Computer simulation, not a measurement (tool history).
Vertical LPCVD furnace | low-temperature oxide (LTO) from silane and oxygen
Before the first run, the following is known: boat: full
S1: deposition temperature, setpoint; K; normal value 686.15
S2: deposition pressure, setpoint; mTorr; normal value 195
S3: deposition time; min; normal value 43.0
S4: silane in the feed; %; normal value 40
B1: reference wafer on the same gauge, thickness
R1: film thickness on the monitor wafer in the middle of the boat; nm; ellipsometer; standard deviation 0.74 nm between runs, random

run,hour,S1,S2,S3,S4,B1,R1
1,0.0,686.15,195,43.0,40,369.87,445.50
2,12.2,686.15,195,43.0,40,370.08,444.52
3,20.2,686.15,195,43.0,40,370.07,445.52
4,34.1,686.15,195,43.0,40,369.99,444.89
5,41.0,686.15,195,43.0,40,369.79,446.40
6,57.8,686.15,195,43.0,40,370.01,445.79
7,74.1,686.15,195,43.0,40,370.12,447.08
8,89.0,686.15,155,38.5,40,369.88,317.40
9,104.0,686.15,155,38.5,40,369.92,318.93
10,119.2,686.15,155,38.5,40,369.94,318.69
11,136.4,686.15,180,43.0,40,369.93,413.07
# hour 160.7: silane flow controller replaced
12,161.2,686.15,150,43.0,40,369.99,342.75
13,165.0,686.15,195,43.0,40,370.00,446.97
# hour 190.8: thermocouples replaced and temperature profile calibrated
14,191.3,695.15,195,43.0,35,370.00,400.67
# hour 234.3: pressure gauge zeroed
15,234.8,690.15,195,43.0,40,369.98,447.32
16,238.6,686.15,195,43.0,40,369.91,429.87
# hour 239.2: gauge calibrated
17,251.4,686.15,195,43.0,40,369.93,429.80
18,259.3,686.15,195,43.0,40,370.01,429.53
19,266.5,686.15,195,36.5,40,369.95,365.28
20,273.8,693.15,220,53.5,40,370.18,649.50
21,310.6,686.15,220,50.5,40,370.08,569.73
22,323.4,679.15,195,55.0,34,369.83,416.94

Below are 3 alternative next runs, each starting from the tool's condition after run 22. Predict each:
A,327.3,686.15,195,43.0,40,?,?
B,327.3,689.15,240,33.0,44,?,?
C,327.3,691.15,195,43.0,40,?,?

run,B1,R1
A,370.01,430.07
B,370.01,463.95
C,370.01,452.89
With the hidden condition removed and each run's random variation left untouched, the same runs would have given:
run,R1
A,425.75
B,459.49
C,448.43
